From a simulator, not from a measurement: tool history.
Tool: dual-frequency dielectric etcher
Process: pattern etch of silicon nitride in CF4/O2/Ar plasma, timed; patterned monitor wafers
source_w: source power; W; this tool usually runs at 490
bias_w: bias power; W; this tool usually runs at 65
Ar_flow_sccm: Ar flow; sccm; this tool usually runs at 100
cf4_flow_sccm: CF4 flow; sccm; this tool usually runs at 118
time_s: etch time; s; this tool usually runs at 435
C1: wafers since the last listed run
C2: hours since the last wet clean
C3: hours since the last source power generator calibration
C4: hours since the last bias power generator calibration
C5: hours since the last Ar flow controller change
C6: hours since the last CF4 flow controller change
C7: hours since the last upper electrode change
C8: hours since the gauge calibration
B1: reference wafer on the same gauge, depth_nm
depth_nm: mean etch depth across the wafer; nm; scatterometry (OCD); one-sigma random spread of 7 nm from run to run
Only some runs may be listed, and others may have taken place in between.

run 1 hour=0 | source_w=490 bias_w=65 Ar_flow_sccm=109 cf4_flow_sccm=137 time_s=435 | C1=0 C2=548.4 C3=528.7 C4=608.2 C5=4486.5 C6=314.1 C7=806.6 C8=2182.2 | B1=1139.2 | depth_nm=1004.5
run 2 hour=78.2 | source_w=450 bias_w=65 Ar_flow_sccm=100 cf4_flow_sccm=96 time_s=435 | C1=370 C2=626.6 C3=606.9 C4=686.4 C5=4564.7 C6=392.3 C7=884.8 C8=2260.4 | B1=1139.6 | depth_nm=890.5
run 3 hour=129 | source_w=490 bias_w=65 Ar_flow_sccm=116 cf4_flow_sccm=118 time_s=323 | C1=240 C2=677.4 C3=657.7 C4=737.2 C5=4615.5 C6=443.1 C7=935.6 C8=2311.2 | B1=1140.3 | depth_nm=721.7
-- hour=205.7 wet clean of the chamber
run 4 hour=226.2 | source_w=490 bias_w=65 Ar_flow_sccm=100 cf4_flow_sccm=118 time_s=435 | C1=347 C2=20.5 C3=754.9 C4=834.4 C5=4712.7 C6=540.3 C7=1032.8 C8=2408.4 | B1=1139.3 | depth_nm=1028
run 5 hour=311.6 | source_w=490 bias_w=65 Ar_flow_sccm=120 cf4_flow_sccm=118 time_s=330 | C1=404 C2=105.9 C3=840.3 C4=919.8 C5=4798.1 C6=625.7 C7=1118.2 C8=2493.8 | B1=1140.3 | depth_nm=760.9
-- hour=335.4 Ar flow controller replaced
run 6 hour=355.5 | source_w=490 bias_w=65 Ar_flow_sccm=100 cf4_flow_sccm=118 time_s=435 | C1=179 C2=149.8 C3=884.2 C4=963.7 C5=20.1 C6=669.6 C7=1162.1 C8=2537.7 | B1=1139.4 | depth_nm=1018.7
run 7 hour=423.8 | source_w=550 bias_w=58 Ar_flow_sccm=100 cf4_flow_sccm=97 time_s=503.5 | C1=323 C2=218.1 C3=952.5 C4=1032 C5=88.4 C6=737.9 C7=1230.4 C8=2606 | B1=1139.9 | depth_nm=1255.4
run 8 hour=468.1 | source_w=490 bias_w=65 Ar_flow_sccm=114 cf4_flow_sccm=118 time_s=435 | C1=210 C2=262.4 C3=996.8 C4=1076.3 C5=132.7 C6=782.2 C7=1274.7 C8=2650.3 | B1=1138.5 | depth_nm=1006.6
run 9 hour=558.1 | source_w=490 bias_w=58 Ar_flow_sccm=92 cf4_flow_sccm=140 time_s=435 | C1=426 C2=352.4 C3=1086.8 C4=1166.3 C5=222.7 C6=872.2 C7=1364.7 C8=2740.3 | B1=1139.3 | depth_nm=1005.4
-- hour=575.6 gauge calibrated
run 10 hour=643 | source_w=490 bias_w=74 Ar_flow_sccm=100 cf4_flow_sccm=118 time_s=435 | C1=402 C2=437.3 C3=1171.7 C4=1251.2 C5=307.6 C6=957.1 C7=1449.6 C8=67.4 | B1=1139.4 | depth_nm=1054
-- hour=877.1 wet clean of the chamber
run 11 hour=933.4 | source_w=490 bias_w=65 Ar_flow_sccm=100 cf4_flow_sccm=118 time_s=435 | C1=1262 C2=56.3 C3=1462.1 C4=1541.6 C5=598 C6=1247.5 C7=1740 C8=357.8 | B1=1140.4 | depth_nm=1026.8
run 12 hour=991.9 | source_w=490 bias_w=65 Ar_flow_sccm=100 cf4_flow_sccm=118 time_s=435 | C1=277 C2=114.8 C3=1520.6 C4=1600.1 C5=656.5 C6=1306 C7=1798.5 C8=416.3 | B1=1139.6 | depth_nm=1027
run 13 hour=1043.2 | source_w=490 bias_w=65 Ar_flow_sccm=100 cf4_flow_sccm=118 time_s=435 | C1=243 C2=166.1 C3=1571.9 C4=1651.4 C5=707.8 C6=1357.3 C7=1849.8 C8=467.6 | B1=1140.2 | depth_nm=1013.7
run 14 hour=1142.4 | source_w=490 bias_w=65 Ar_flow_sccm=100 cf4_flow_sccm=118 time_s=435 | C1=470 C2=265.3 C3=1671.1 C4=1750.6 C5=807 C6=1456.5 C7=1949 C8=566.8 | B1=1140.4 | depth_nm=1010.9
run 15 hour=1217.5 | source_w=490 bias_w=65 Ar_flow_sccm=100 cf4_flow_sccm=102 time_s=435 | C1=356 C2=340.4 C3=1746.2 C4=1825.7 C5=882.1 C6=1531.6 C7=2024.1 C8=641.9 | B1=1140.3 | depth_nm=994.2
run 16 hour=1266.9 | source_w=490 bias_w=56 Ar_flow_sccm=77 cf4_flow_sccm=118 time_s=435 | C1=234 C2=389.8 C3=1795.6 C4=1875.1 C5=931.5 C6=1581 C7=2073.5 C8=691.3 | B1=1140.7 | depth_nm=984.4
run 17 hour=1335.2 | source_w=490 bias_w=56 Ar_flow_sccm=100 cf4_flow_sccm=118 time_s=493 | C1=323 C2=458.1 C3=1863.9 C4=1943.4 C5=999.8 C6=1649.3 C7=2141.8 C8=759.6 | B1=1139.4 | depth_nm=1079.4
run 18 hour=1435 | source_w=490 bias_w=65 Ar_flow_sccm=100 cf4_flow_sccm=103 time_s=384.5 | C1=473 C2=557.9 C3=1963.7 C4=2043.2 C5=1099.6 C6=1749.1 C7=2241.6 C8=859.4 | B1=1139.2 | depth_nm=857.1
-- hour=1481.7 wet clean of the chamber
run 19 hour=1538.9 | source_w=570 bias_w=65 Ar_flow_sccm=100 cf4_flow_sccm=145 time_s=552.5 | C1=378 C2=57.2 C3=2067.6 C4=2147.1 C5=1203.5 C6=1853 C7=2345.5 C8=963.3 | B1=1139 | depth_nm=1574.2
run 20 hour=1585.9 | source_w=490 bias_w=65 Ar_flow_sccm=89 cf4_flow_sccm=118 time_s=435 | C1=222 C2=104.2 C3=2114.6 C4=2194.1 C5=1250.5 C6=1900 C7=2392.5 C8=1010.3 | B1=1141.4 | depth_nm=1031.7

What if the next run were any one of these 5? Each begins from the tool's condition after run 20:
run A hour=1586.4 | source_w=490 bias_w=50 Ar_flow_sccm=100 cf4_flow_sccm=118 time_s=435 | C1=2 C2=104.7 C3=2115.1 C4=2194.6 C5=1251 C6=1900.5 C7=2393 C8=1010.8 | B1=? | depth_nm=?
run B hour=1586.4 | source_w=490 bias_w=54 Ar_flow_sccm=81 cf4_flow_sccm=118 time_s=480 | C1=2 C2=104.7 C3=2115.1 C4=2194.6 C5=1251 C6=1900.5 C7=2393 C8=1010.8 | B1=? | depth_nm=?
run C hour=1586.4 | source_w=490 bias_w=65 Ar_flow_sccm=100 cf4_flow_sccm=118 time_s=487.5 | C1=2 C2=104.7 C3=2115.1 C4=2194.6 C5=1251 C6=1900.5 C7=2393 C8=1010.8 | B1=? | depth_nm=?
run D hour=1586.4 | source_w=490 bias_w=65 Ar_flow_sccm=111 cf4_flow_sccm=118 time_s=435 | C1=2 C2=104.7 C3=2115.1 C4=2194.6 C5=1251 C6=1900.5 C7=2393 C8=1010.8 | B1=? | depth_nm=?
run E hour=1586.4 | source_w=490 bias_w=75 Ar_flow_sccm=100 cf4_flow_sccm=89 time_s=491.5 | C1=2 C2=104.7 C3=2115.1 C4=2194.6 C5=1251 C6=1900.5 C7=2393 C8=1010.8 | B1=? | depth_nm=?

run=A B1=1139.9 depth_nm=933.8
run=B B1=1139.9 depth_nm=1089.7
run=C B1=1139.9 depth_nm=1152.6
run=D B1=1139.9 depth_nm=1014.6
run=E B1=1139.9 depth_nm=1190.4
With the hidden condition removed and each run's random variation left untouched, the same runs would have given:
run=A depth_nm=931.5
run=B depth_nm=1087
run=C depth_nm=1149.8
run=D depth_nm=1012
run=E depth_nm=1187.4
